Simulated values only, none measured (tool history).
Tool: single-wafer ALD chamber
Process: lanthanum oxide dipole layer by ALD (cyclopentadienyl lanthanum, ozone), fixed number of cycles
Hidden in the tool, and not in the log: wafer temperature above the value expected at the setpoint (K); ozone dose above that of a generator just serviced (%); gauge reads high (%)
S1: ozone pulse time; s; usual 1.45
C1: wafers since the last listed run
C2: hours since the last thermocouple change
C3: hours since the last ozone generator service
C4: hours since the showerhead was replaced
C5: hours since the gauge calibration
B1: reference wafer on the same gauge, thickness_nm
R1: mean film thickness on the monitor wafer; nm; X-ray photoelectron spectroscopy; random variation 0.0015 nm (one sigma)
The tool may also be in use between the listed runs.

run    hour    S1    C1      C2     C3      C4     C5     B1     R1
  1       0  1.45     0   390.4  514.8  7546.4  354.4  0.541  0.497
  2    20.8  1.45   341   411.2  535.6  7567.2  375.2  0.541  0.499
  3   128.2  1.45  1765   518.6    643  7674.6  482.6   0.54  0.501
  4   150.3  1.45   363   540.7  665.1  7696.7  504.7  0.541  0.499
  5   169.4  1.45   313   559.8  684.2  7715.8  523.8  0.541    0.5
  6   200.5  1.31   511   590.9  715.3  7746.9  554.9  0.541   0.49
  7     219  1.31   304   609.4  733.8  7765.4  573.4  0.541  0.487
  8   251.4  1.31   532   641.8  766.2  7797.8  605.8  0.541  0.488
  9   275.3  1.45   392   665.7  790.1  7821.7  629.7   0.54  0.499
      278.5  -- gauge calibrated
 10   288.9  1.45   223   679.3  803.7  7835.3   10.4  0.541  0.497
 11   312.4  1.74   386   702.8  827.2  7858.8   33.9  0.541  0.515
 12   346.8  1.74   565   737.2  861.6  7893.2   68.3  0.541  0.517
 13   381.3  1.74   566   771.7  896.1  7927.7  102.8  0.541  0.516
 14   405.6  1.45   399     796  920.4    7952  127.1  0.541    0.5
      422.5  -- ozone generator serviced
 15   472.5  1.45   967   862.9     50  8018.9    194  0.541  0.493
 16   497.2  1.26   405   887.6   74.7  8043.6  218.7  0.541  0.471
      552.9  -- ozone generator serviced, repeated, since the last time left the tool worse
 17   553.4  1.14   792   943.8    0.5  8099.8  274.9  0.541  0.475
 18   575.3  1.71   359   965.7   22.4  8121.7  296.8  0.541  0.519
      598.5  -- showerhead replaced
 19   604.1  1.31   341   994.5   51.2     5.6  325.6  0.541   0.49
 20   617.1  1.45   213  1007.5   64.2    18.6  338.6  0.541  0.502
 21   631.5  1.25   236  1021.9   78.6      33    353  0.541  0.483
 22   659.3  1.31   456  1049.7  106.4    60.8  380.8  0.541  0.494
      672.9  -- thermocouple changed; heater temperature recalibrated
 23   676.9  1.45   157       4    124    78.4  398.4  0.541    0.5
 24     695  1.03   297    22.1  142.1    96.5  416.5  0.541  0.454
 25   754.2  1.45   972    81.3  201.3   155.7  475.7  0.541    0.5
 26   784.6  0.92   499   111.7  231.7   186.1  506.1  0.541  0.434
 27   817.3  1.98   537   144.4  264.4   218.8  538.8  0.541  0.526
 28   851.7  0.93   565   178.8  298.8   253.2  573.2  0.541  0.433
 29   874.6  1.96   376   201.7  321.7   276.1  596.1  0.541  0.522
 30   902.8  1.15   463   229.9  349.9   304.3  624.3  0.541  0.471
 31   929.4  1.45   437   256.5  376.5   330.9  650.9  0.541  0.502
 32   956.3  1.23   442   283.4  403.4   357.8  677.8  0.541   0.48
 33   980.7  2.02   401   307.8  427.8   382.2  702.2  0.541  0.525
 34  1002.7  1.45   361   329.8  449.8   404.2  724.2  0.541  0.502

The tool's hidden state at each run:
wafer temperature above the value expected at the setpoint (K): 0 in every run
gauge reads high (%): 0 in every run
H1: ozone dose above that of a generator just serviced (%)
run     H1
  1  -5.32
  2  -5.41
  3  -5.77
  4  -5.83
  5  -5.88
  6  -5.96
  7     -6
  8  -6.07
  9  -6.12
 10  -6.14
 11  -6.18
 12  -6.24
 13  -6.29
 14  -6.32
 15    -12
 16  -12.3
 17  -1.89
 18  -2.27
 19  -2.73
 20  -2.93
 21  -3.15
 22  -3.53
 23  -3.76
 24  -3.98
 25  -4.64
 26  -4.93
 27  -5.22
 28   -5.5
 29  -5.67
 30  -5.87
 31  -6.04
 32   -6.2
 33  -6.33
 34  -6.45
